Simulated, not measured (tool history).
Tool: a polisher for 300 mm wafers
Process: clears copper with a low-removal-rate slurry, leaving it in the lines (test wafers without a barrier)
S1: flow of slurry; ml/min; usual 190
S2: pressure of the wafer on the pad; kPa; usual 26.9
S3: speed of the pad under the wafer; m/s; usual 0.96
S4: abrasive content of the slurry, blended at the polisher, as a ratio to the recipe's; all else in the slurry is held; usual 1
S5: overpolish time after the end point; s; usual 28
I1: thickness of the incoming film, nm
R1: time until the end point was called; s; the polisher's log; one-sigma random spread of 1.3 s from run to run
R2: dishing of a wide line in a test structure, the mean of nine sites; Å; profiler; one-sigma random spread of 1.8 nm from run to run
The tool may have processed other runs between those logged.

run   hour   S1    S2    S3    S4  S5     I1     R1   R2
  1      0  190  26.9  0.96     1  28  418.1  111.5  758
  2   14.2  190  26.9  0.96     1  28  421.8  113.6  776
  3     50  190  26.9  0.96     1  28  424.9    115  771
  4   70.8  190  26.9  0.96     1  28  417.1  111.4  768
      80.5  -- worn pad replaced by a new one
  5   91.6  190  26.9  0.96     1  28  419.6  113.4  768
  6  105.2  190  26.9  0.96     1  28  415.7  112.5  783
       120  -- slurry blender recalibrated
  7  165.6  190  33.8  0.96     1  28    423   98.3  857
  8  198.2  190  33.8  0.96     1  28  413.5   97.8  900
     202.3  -- worn pad replaced by a new one
  9  213.3  190  26.9  0.78     1  28  414.8  139.6  637
 10  237.4  190  26.9  0.78     1  28  423.8  143.5  652
     260.3  -- slurry blender recalibrated
 11    262  190  26.9  0.96     1  28  425.3    119  781
 12  286.4  190  26.9  1.16  1.15  28  421.5   93.7  881
     326.5  -- head pressure recalibrated
     346.5  -- worn pad replaced by a new one
 13  377.5  210    20  0.64     1  40  411.3  203.5  632
 14  393.7  190  26.9  0.96     1  28  423.5  123.4  755
     412.8  -- slurry blender recalibrated
 15  416.4  190  18.6  1.06   0.9  28    415  141.8  620
 16  452.8  140  26.9  0.96     1  28  424.2    136  671
     456.2  -- slurry nozzle cleaned
     487.4  -- worn pad replaced by a new one
 17  487.9  145  26.9  0.96  0.75  37  420.9  123.2  923
 18  502.5  160  35.9   0.8   1.2  28  419.4  107.8  835
 19    560  155  24.1  0.96   1.1  39  421.3  121.2  955
     579.1  -- slurry blender recalibrated
     611.8  -- worn pad replaced by a new one
 20  645.7  190  26.9  0.96     1  28  421.5  109.4  782
 21  670.7  190  26.9  0.96     1  28  422.7  109.9  793
 22  695.9  190  26.9  0.96     1  28  418.4  110.1  792
     707.2  -- slurry blender recalibrated
 23  711.7  140  26.9  0.64   0.9  35  416.6  182.3  647

Give the tool's hidden conditions for every run:
removal rate lost through wear of the pad, %: 0 at every run
deviation of the head's pressure from its setpoint, %: 0 at every run
abrasive missing from the slurry, %: 0 at every run
H1: slurry flow missing at the pad, %
run    H1
  1  16.3
  2  16.9
  3  18.5
  4  19.5
  5  20.6
  6  21.3
  7  24.6
  8  26.5
  9  27.4
 10  28.9
 11  30.5
 12  32.1
 13  38.6
 14  39.9
 15  41.6
 16  44.5
 17  2.48
 18  2.53
 19   2.9
 20  3.97
 21   4.4
 22  4.89
 23  5.22
